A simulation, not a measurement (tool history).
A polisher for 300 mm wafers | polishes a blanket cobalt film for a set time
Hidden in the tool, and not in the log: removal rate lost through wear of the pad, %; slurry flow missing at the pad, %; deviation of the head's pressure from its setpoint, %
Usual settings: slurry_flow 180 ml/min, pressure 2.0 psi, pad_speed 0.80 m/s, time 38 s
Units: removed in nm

| run | hour | slurry_flow | pressure | pad_speed | time | wafers since the last listed run | wafers polished on this pad | hours since the slurry nozzle was cleaned | hours since the head pressure was calibrated | incoming thickness of the incoming film, nm | removed |
|---|---|---|---|---|---|---|---|---|---|---|---|
| 1 | 0.0 | 180 | 2.0 | 0.80 | 38 | 0 | 1036 | 316.9 | 550.0 | 1052.0 | 144.4 |
| 2 | 21.5 | 180 | 2.0 | 0.80 | 38 | 231 | 1268 | 338.4 | 571.5 | 1051.4 | 140.4 |
|  | 26.9 | worn pad replaced by a new one |
| 3 | 51.2 | 180 | 2.0 | 0.80 | 38 | 277 | 262 | 368.1 | 601.2 | 1050.5 | 139.8 |
| 4 | 80.0 | 180 | 2.0 | 0.80 | 38 | 310 | 572 | 396.9 | 630.0 | 1061.5 | 140.6 |
| 5 | 101.5 | 180 | 2.0 | 0.80 | 38 | 231 | 804 | 418.4 | 651.5 | 1060.6 | 142.0 |
| 6 | 125.3 | 180 | 2.0 | 0.80 | 38 | 256 | 1061 | 442.2 | 675.3 | 1064.1 | 137.4 |
|  | 138.9 | worn pad replaced by a new one |
| 7 | 149.2 | 205 | 2.0 | 0.80 | 38 | 214 | 110 | 466.1 | 699.2 | 1046.7 | 142.1 |
| 8 | 165.9 | 205 | 2.0 | 0.80 | 38 | 180 | 291 | 482.8 | 715.9 | 1056.0 | 142.6 |
| 9 | 187.1 | 205 | 2.0 | 0.80 | 38 | 228 | 519 | 504.0 | 737.1 | 1074.4 | 142.5 |
| 10 | 216.4 | 180 | 2.0 | 0.80 | 33 | 315 | 835 | 533.3 | 766.4 | 1047.0 | 120.4 |
| 11 | 239.5 | 180 | 2.0 | 0.80 | 33 | 249 | 1084 | 556.4 | 789.5 | 1035.6 | 117.9 |
|  | 251.8 | slurry nozzle cleaned |
|  | 256.8 | worn pad replaced by a new one |
| 12 | 262.4 | 240 | 2.3 | 1.02 | 48 | 193 | 59 | 10.6 | 812.4 | 1040.4 | 248.1 |
| 13 | 284.5 | 180 | 1.5 | 0.80 | 28 | 238 | 298 | 32.7 | 834.5 | 1042.9 | 73.1 |
|  | 304.3 | head pressure recalibrated |
| 14 | 304.7 | 210 | 2.0 | 0.92 | 38 | 196 | 494 | 52.9 | 0.4 | 1034.1 | 154.5 |
| 15 | 320.4 | 205 | 2.0 | 0.80 | 38 | 169 | 663 | 68.6 | 16.1 | 1057.3 | 130.3 |
| 16 | 346.4 | 235 | 1.6 | 1.00 | 38 | 280 | 944 | 94.6 | 42.1 | 1066.7 | 142.3 |
| 17 | 367.4 | 180 | 2.0 | 0.80 | 38 | 226 | 1170 | 115.6 | 63.1 | 1040.4 | 124.1 |
|  | 380.2 | worn pad replaced by a new one |
|  | 392.4 | slurry nozzle cleaned, repeated, since the last time left the tool worse |
| 18 | 392.9 | 180 | 2.0 | 0.88 | 27 | 221 | 126 | 0.5 | 88.6 | 1063.7 | 115.3 |
| 19 | 419.3 | 180 | 2.0 | 0.80 | 45 | 284 | 410 | 26.9 | 115.0 | 1050.1 | 169.6 |
|  | 487.5 | worn pad replaced by a new one |
| 20 | 490.5 | 235 | 2.0 | 0.80 | 38 | 724 | 32 | 98.1 | 186.2 | 1041.2 | 150.7 |
| 21 | 524.5 | 220 | 1.3 | 0.98 | 49 | 366 | 398 | 132.1 | 220.2 | 1064.9 | 164.4 |
| 22 | 537.5 | 220 | 2.7 | 0.92 | 44 | 140 | 539 | 145.1 | 233.2 | 1058.9 | 254.5 |
| 23 | 564.1 | 180 | 1.5 | 0.80 | 32 | 286 | 825 | 171.7 | 259.8 | 1049.2 | 95.2 |

Forecast each of these 3 alternatives for the next run:
| A | 564.5 | 240 | 2.0 | 0.80 | 38 | 4 | 830 | 172.1 | 260.2 | 1049.6 | ? |
| B | 564.5 | 165 | 1.5 | 0.94 | 38 | 4 | 830 | 172.1 | 260.2 | 1049.6 | ? |
| C | 564.5 | 180 | 2.0 | 0.80 | 41 | 4 | 830 | 172.1 | 260.2 | 1049.6 | ? |

| run | removed |
|---|---|
| A | 149.2 |
| B | 130.0 |
| C | 154.0 |
Without the tool's hidden state the same runs would have given:
| run | removed |
|---|---|
| A | 151.3 |
| B | 132.7 |
| C | 156.9 |
